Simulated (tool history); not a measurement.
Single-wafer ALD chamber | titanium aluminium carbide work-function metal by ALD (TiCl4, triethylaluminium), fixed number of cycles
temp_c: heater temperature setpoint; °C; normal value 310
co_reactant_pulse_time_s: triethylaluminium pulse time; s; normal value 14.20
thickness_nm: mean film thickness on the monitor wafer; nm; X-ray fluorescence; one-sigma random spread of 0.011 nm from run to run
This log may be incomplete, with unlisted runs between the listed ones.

| run | hour | temp_c | co_reactant_pulse_time_s | wafers since the last listed run | hours since the last thermocouple change | hours since the last triethylaluminium bottle change | hours since the showerhead was replaced | hours since the gauge calibration | read-back reference wafer on the same gauge, thickness_nm | thickness_nm |
|---|---|---|---|---|---|---|---|---|---|---|
| 1 | 0.0 | 298 | 14.20 | 0 | 263.7 | 844.8 | 6131.6 | 365.4 | 2.810 | 2.240 |
| 2 | 60.5 | 298 | 14.20 | 792 | 324.2 | 905.3 | 6192.1 | 425.9 | 2.808 | 2.243 |
| 3 | 103.1 | 298 | 14.20 | 558 | 366.8 | 947.9 | 6234.7 | 468.5 | 2.805 | 2.230 |
| 4 | 163.0 | 310 | 14.20 | 784 | 426.7 | 1007.8 | 6294.6 | 528.4 | 2.810 | 2.341 |
| 5 | 189.2 | 310 | 14.20 | 343 | 452.9 | 1034.0 | 6320.8 | 554.6 | 2.812 | 2.314 |
| 6 | 223.2 | 310 | 14.20 | 445 | 486.9 | 1068.0 | 6354.8 | 588.6 | 2.814 | 2.305 |
| 7 | 284.9 | 310 | 14.20 | 808 | 548.6 | 1129.7 | 6416.5 | 650.3 | 2.819 | 2.316 |
| 8 | 314.3 | 310 | 14.20 | 385 | 578.0 | 1159.1 | 6445.9 | 679.7 | 2.818 | 2.320 |
| 9 | 368.4 | 310 | 16.64 | 708 | 632.1 | 1213.2 | 6500.0 | 733.8 | 2.812 | 2.358 |
| 10 | 439.4 | 310 | 16.64 | 930 | 703.1 | 1284.2 | 6571.0 | 804.8 | 2.814 | 2.340 |
| 11 | 491.5 | 310 | 14.20 | 682 | 755.2 | 1336.3 | 6623.1 | 856.9 | 2.804 | 2.304 |
|  | 562.8 | gauge calibrated |
| 12 | 585.8 | 310 | 14.20 | 1235 | 849.5 | 1430.6 | 6717.4 | 23.0 | 2.807 | 2.296 |
| 13 | 611.9 | 310 | 14.20 | 341 | 875.6 | 1456.7 | 6743.5 | 49.1 | 2.810 | 2.305 |
| 14 | 679.7 | 324 | 11.27 | 888 | 943.4 | 1524.5 | 6811.3 | 116.9 | 2.812 | 2.274 |
| 15 | 729.9 | 318 | 16.78 | 657 | 993.6 | 1574.7 | 6861.5 | 167.1 | 2.812 | 2.426 |
| 16 | 755.5 | 301 | 16.48 | 335 | 1019.2 | 1600.3 | 6887.1 | 192.7 | 2.807 | 2.239 |
|  | 788.5 | showerhead replaced |
| 17 | 812.1 | 310 | 14.20 | 636 | 1075.8 | 1656.9 | 23.6 | 249.3 | 2.814 | 2.283 |
|  | 835.8 | thermocouple changed; heater temperature recalibrated |
|  | 857.1 | triethylaluminium bottle replaced |
| 18 | 879.9 | 310 | 14.20 | 678 | 44.1 | 22.8 | 91.4 | 317.1 | 2.808 | 2.443 |
| 19 | 946.6 | 301 | 17.14 | 873 | 110.8 | 89.5 | 158.1 | 383.8 | 2.807 | 2.350 |
| 20 | 981.2 | 310 | 11.90 | 453 | 145.4 | 124.1 | 192.7 | 418.4 | 2.806 | 2.373 |
| 21 | 1009.1 | 310 | 14.20 | 365 | 173.3 | 152.0 | 220.6 | 446.3 | 2.812 | 2.397 |
| 22 | 1072.3 | 296 | 14.20 | 828 | 236.5 | 215.2 | 283.8 | 509.5 | 2.812 | 2.273 |
| 23 | 1113.4 | 306 | 11.64 | 538 | 277.6 | 256.3 | 324.9 | 550.6 | 2.807 | 2.297 |
| 24 | 1242.5 | 305 | 14.20 | 1691 | 406.7 | 385.4 | 454.0 | 679.7 | 2.810 | 2.315 |
| 25 | 1274.5 | 317 | 12.48 | 419 | 438.7 | 417.4 | 486.0 | 711.7 | 2.812 | 2.381 |
| 26 | 1317.7 | 310 | 19.05 | 566 | 481.9 | 460.6 | 529.2 | 754.9 | 2.807 | 2.398 |

5 ways to go on from here, each from the tool as it stands after run 26. What would each give?
| A | 1318.1 | 310 | 14.20 | 5 | 482.3 | 461.0 | 529.6 | 755.3 | ? | ? |
| B | 1318.1 | 305 | 19.37 | 5 | 482.3 | 461.0 | 529.6 | 755.3 | ? | ? |
| C | 1318.1 | 310 | 11.67 | 5 | 482.3 | 461.0 | 529.6 | 755.3 | ? | ? |
| D | 1318.1 | 316 | 14.20 | 5 | 482.3 | 461.0 | 529.6 | 755.3 | ? | ? |
| E | 1318.1 | 319 | 14.20 | 5 | 482.3 | 461.0 | 529.6 | 755.3 | ? | ? |

| run | read-back reference wafer on the same gauge, thickness_nm | thickness_nm |
|---|---|---|
| A | 2.809 | 2.363 |
| B | 2.809 | 2.363 |
| C | 2.809 | 2.303 |
| D | 2.809 | 2.416 |
| E | 2.809 | 2.442 |
Without the tool's unlogged condition, the same runs would have read:
| run | thickness_nm |
|---|---|
| A | 2.445 |
| B | 2.415 |
| C | 2.418 |
| D | 2.499 |
| E | 2.526 |

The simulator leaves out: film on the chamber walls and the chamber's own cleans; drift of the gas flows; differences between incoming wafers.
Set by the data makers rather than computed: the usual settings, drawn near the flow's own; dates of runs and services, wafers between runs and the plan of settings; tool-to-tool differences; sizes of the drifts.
